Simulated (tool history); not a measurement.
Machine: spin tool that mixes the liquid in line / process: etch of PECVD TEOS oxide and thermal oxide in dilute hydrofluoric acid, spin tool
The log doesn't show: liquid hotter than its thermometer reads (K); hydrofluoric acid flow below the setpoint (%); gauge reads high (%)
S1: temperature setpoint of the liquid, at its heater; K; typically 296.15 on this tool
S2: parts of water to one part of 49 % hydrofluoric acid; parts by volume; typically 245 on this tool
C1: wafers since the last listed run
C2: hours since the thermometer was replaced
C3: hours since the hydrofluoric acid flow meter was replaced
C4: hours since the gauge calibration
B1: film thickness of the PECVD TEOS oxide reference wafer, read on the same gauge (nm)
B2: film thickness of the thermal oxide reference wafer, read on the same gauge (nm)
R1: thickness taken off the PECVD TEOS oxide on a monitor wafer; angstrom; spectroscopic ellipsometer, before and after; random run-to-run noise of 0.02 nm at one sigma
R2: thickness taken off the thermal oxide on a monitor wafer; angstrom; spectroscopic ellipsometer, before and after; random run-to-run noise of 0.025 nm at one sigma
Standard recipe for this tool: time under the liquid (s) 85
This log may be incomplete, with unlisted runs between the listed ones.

{"run": 1, "hour": 0.0, "S1": 296.15, "S2": 245, "time under the liquid (s)": 85, "C1": 0, "C2": 1625.5, "C3": 1613.5, "C4": 8, "B1": 129.97, "B2": 89.999, "R1": 62.1, "R2": 14.09}
{"run": 2, "hour": 8.4, "S1": 296.15, "S2": 245, "time under the liquid (s)": 85, "C1": 109, "C2": 1633.9, "C3": 1621.9, "C4": 16.4, "B1": 130, "B2": 89.973, "R1": 61.8, "R2": 14.27}
{"run": 3, "hour": 23.3, "S1": 296.15, "S2": 245, "time under the liquid (s)": 85, "C1": 193, "C2": 1648.8, "C3": 1636.8, "C4": 31.3, "B1": 130.01, "B2": 89.998, "R1": 61.9, "R2": 13.91}
{"run": 4, "hour": 34.7, "S1": 296.15, "S2": 245, "time under the liquid (s)": 85, "C1": 148, "C2": 1660.2, "C3": 1648.2, "C4": 42.7, "B1": 129.96, "B2": 90.026, "R1": 61.8, "R2": 14.33}
{"run": 5, "hour": 48.3, "S1": 296.15, "S2": 245, "time under the liquid (s)": 85, "C1": 176, "C2": 1673.8, "C3": 1661.8, "C4": 56.3, "B1": 130.02, "B2": 89.979, "R1": 61.8, "R2": 13.77}
{"run": 6, "hour": 58.2, "S1": 296.15, "S2": 245, "time under the liquid (s)": 85, "C1": 128, "C2": 1683.7, "C3": 1671.7, "C4": 66.2, "B1": 129.99, "B2": 90.024, "R1": 62.1, "R2": 13.98}
{"run": 7, "hour": 70.1, "S1": 296.15, "S2": 245, "time under the liquid (s)": 115, "C1": 154, "C2": 1695.6, "C3": 1683.6, "C4": 78.1, "B1": 130.04, "B2": 89.989, "R1": 83.2, "R2": 19.79}
{"run": 8, "hour": 78.8, "S1": 296.15, "S2": 245, "time under the liquid (s)": 115, "C1": 112, "C2": 1704.3, "C3": 1692.3, "C4": 86.8, "B1": 130.01, "B2": 89.974, "R1": 83.4, "R2": 19.28}
{"hour": 91.7, "done": "gauge calibrated"}
{"hour": 95.6, "done": "hydrofluoric acid flow meter replaced"}
{"run": 9, "hour": 96.1, "S1": 296.15, "S2": 245, "time under the liquid (s)": 70, "C1": 211, "C2": 1721.6, "C3": 0.5, "C4": 4.4, "B1": 129.98, "B2": 90.026, "R1": 58.7, "R2": 13.14}
{"run": 10, "hour": 104.5, "S1": 293.15, "S2": 145, "time under the liquid (s)": 70, "C1": 109, "C2": 1730, "C3": 8.9, "C4": 12.8, "B1": 129.97, "B2": 89.995, "R1": 98.6, "R2": 22.64}
{"hour": 108.2, "done": "thermometer replaced"}
{"run": 11, "hour": 121.6, "S1": 296.15, "S2": 245, "time under the liquid (s)": 85, "C1": 209, "C2": 13.4, "C3": 26, "C4": 29.9, "B1": 129.98, "B2": 90.015, "R1": 65.2, "R2": 14.5}
{"run": 12, "hour": 129.0, "S1": 296.15, "S2": 330, "time under the liquid (s)": 85, "C1": 96, "C2": 20.8, "C3": 33.4, "C4": 37.3, "B1": 130.01, "B2": 89.961, "R1": 44.7, "R2": 10.25}
{"run": 13, "hour": 138.7, "S1": 293.15, "S2": 145, "time under the liquid (s)": 70, "C1": 125, "C2": 30.5, "C3": 43.1, "C4": 47, "B1": 129.99, "B2": 90.013, "R1": 90.1, "R2": 20.31}
{"run": 14, "hour": 146.0, "S1": 293.65, "S2": 245, "time under the liquid (s)": 85, "C1": 94, "C2": 37.8, "C3": 50.4, "C4": 54.3, "B1": 130.02, "B2": 90.008, "R1": 59.7, "R2": 13.87}
{"run": 15, "hour": 173.0, "S1": 296.15, "S2": 245, "time under the liquid (s)": 85, "C1": 350, "C2": 64.8, "C3": 77.4, "C4": 81.3, "B1": 129.99, "B2": 90.007, "R1": 65.7, "R2": 15.17}
{"run": 16, "hour": 189.8, "S1": 291.15, "S2": 165, "time under the liquid (s)": 130, "C1": 218, "C2": 81.6, "C3": 94.2, "C4": 98.1, "B1": 130.02, "B2": 89.997, "R1": 132.7, "R2": 29.61}

Exercise: give the hidden state of the tool at every run:
gauge reads high (%): 0, the same for each run
H1: liquid hotter than its thermometer reads (K)
H2: hydrofluoric acid flow below the setpoint (%)
run=1 H1=2.46 H2=11
run=2 H1=2.47 H2=11
run=3 H1=2.49 H2=11.1
run=4 H1=2.51 H2=11.2
run=5 H1=2.53 H2=11.3
run=6 H1=2.54 H2=11.3
run=7 H1=2.56 H2=11.4
run=8 H1=2.57 H2=11.5
run=9 H1=2.6 H2=1.06
run=10 H1=2.61 H2=1.11
run=11 H1=0.332 H2=1.21
run=12 H1=0.342 H2=1.26
run=13 H1=0.357 H2=1.32
run=14 H1=0.367 H2=1.36
run=15 H1=0.407 H2=1.53
run=16 H1=0.431 H2=1.63
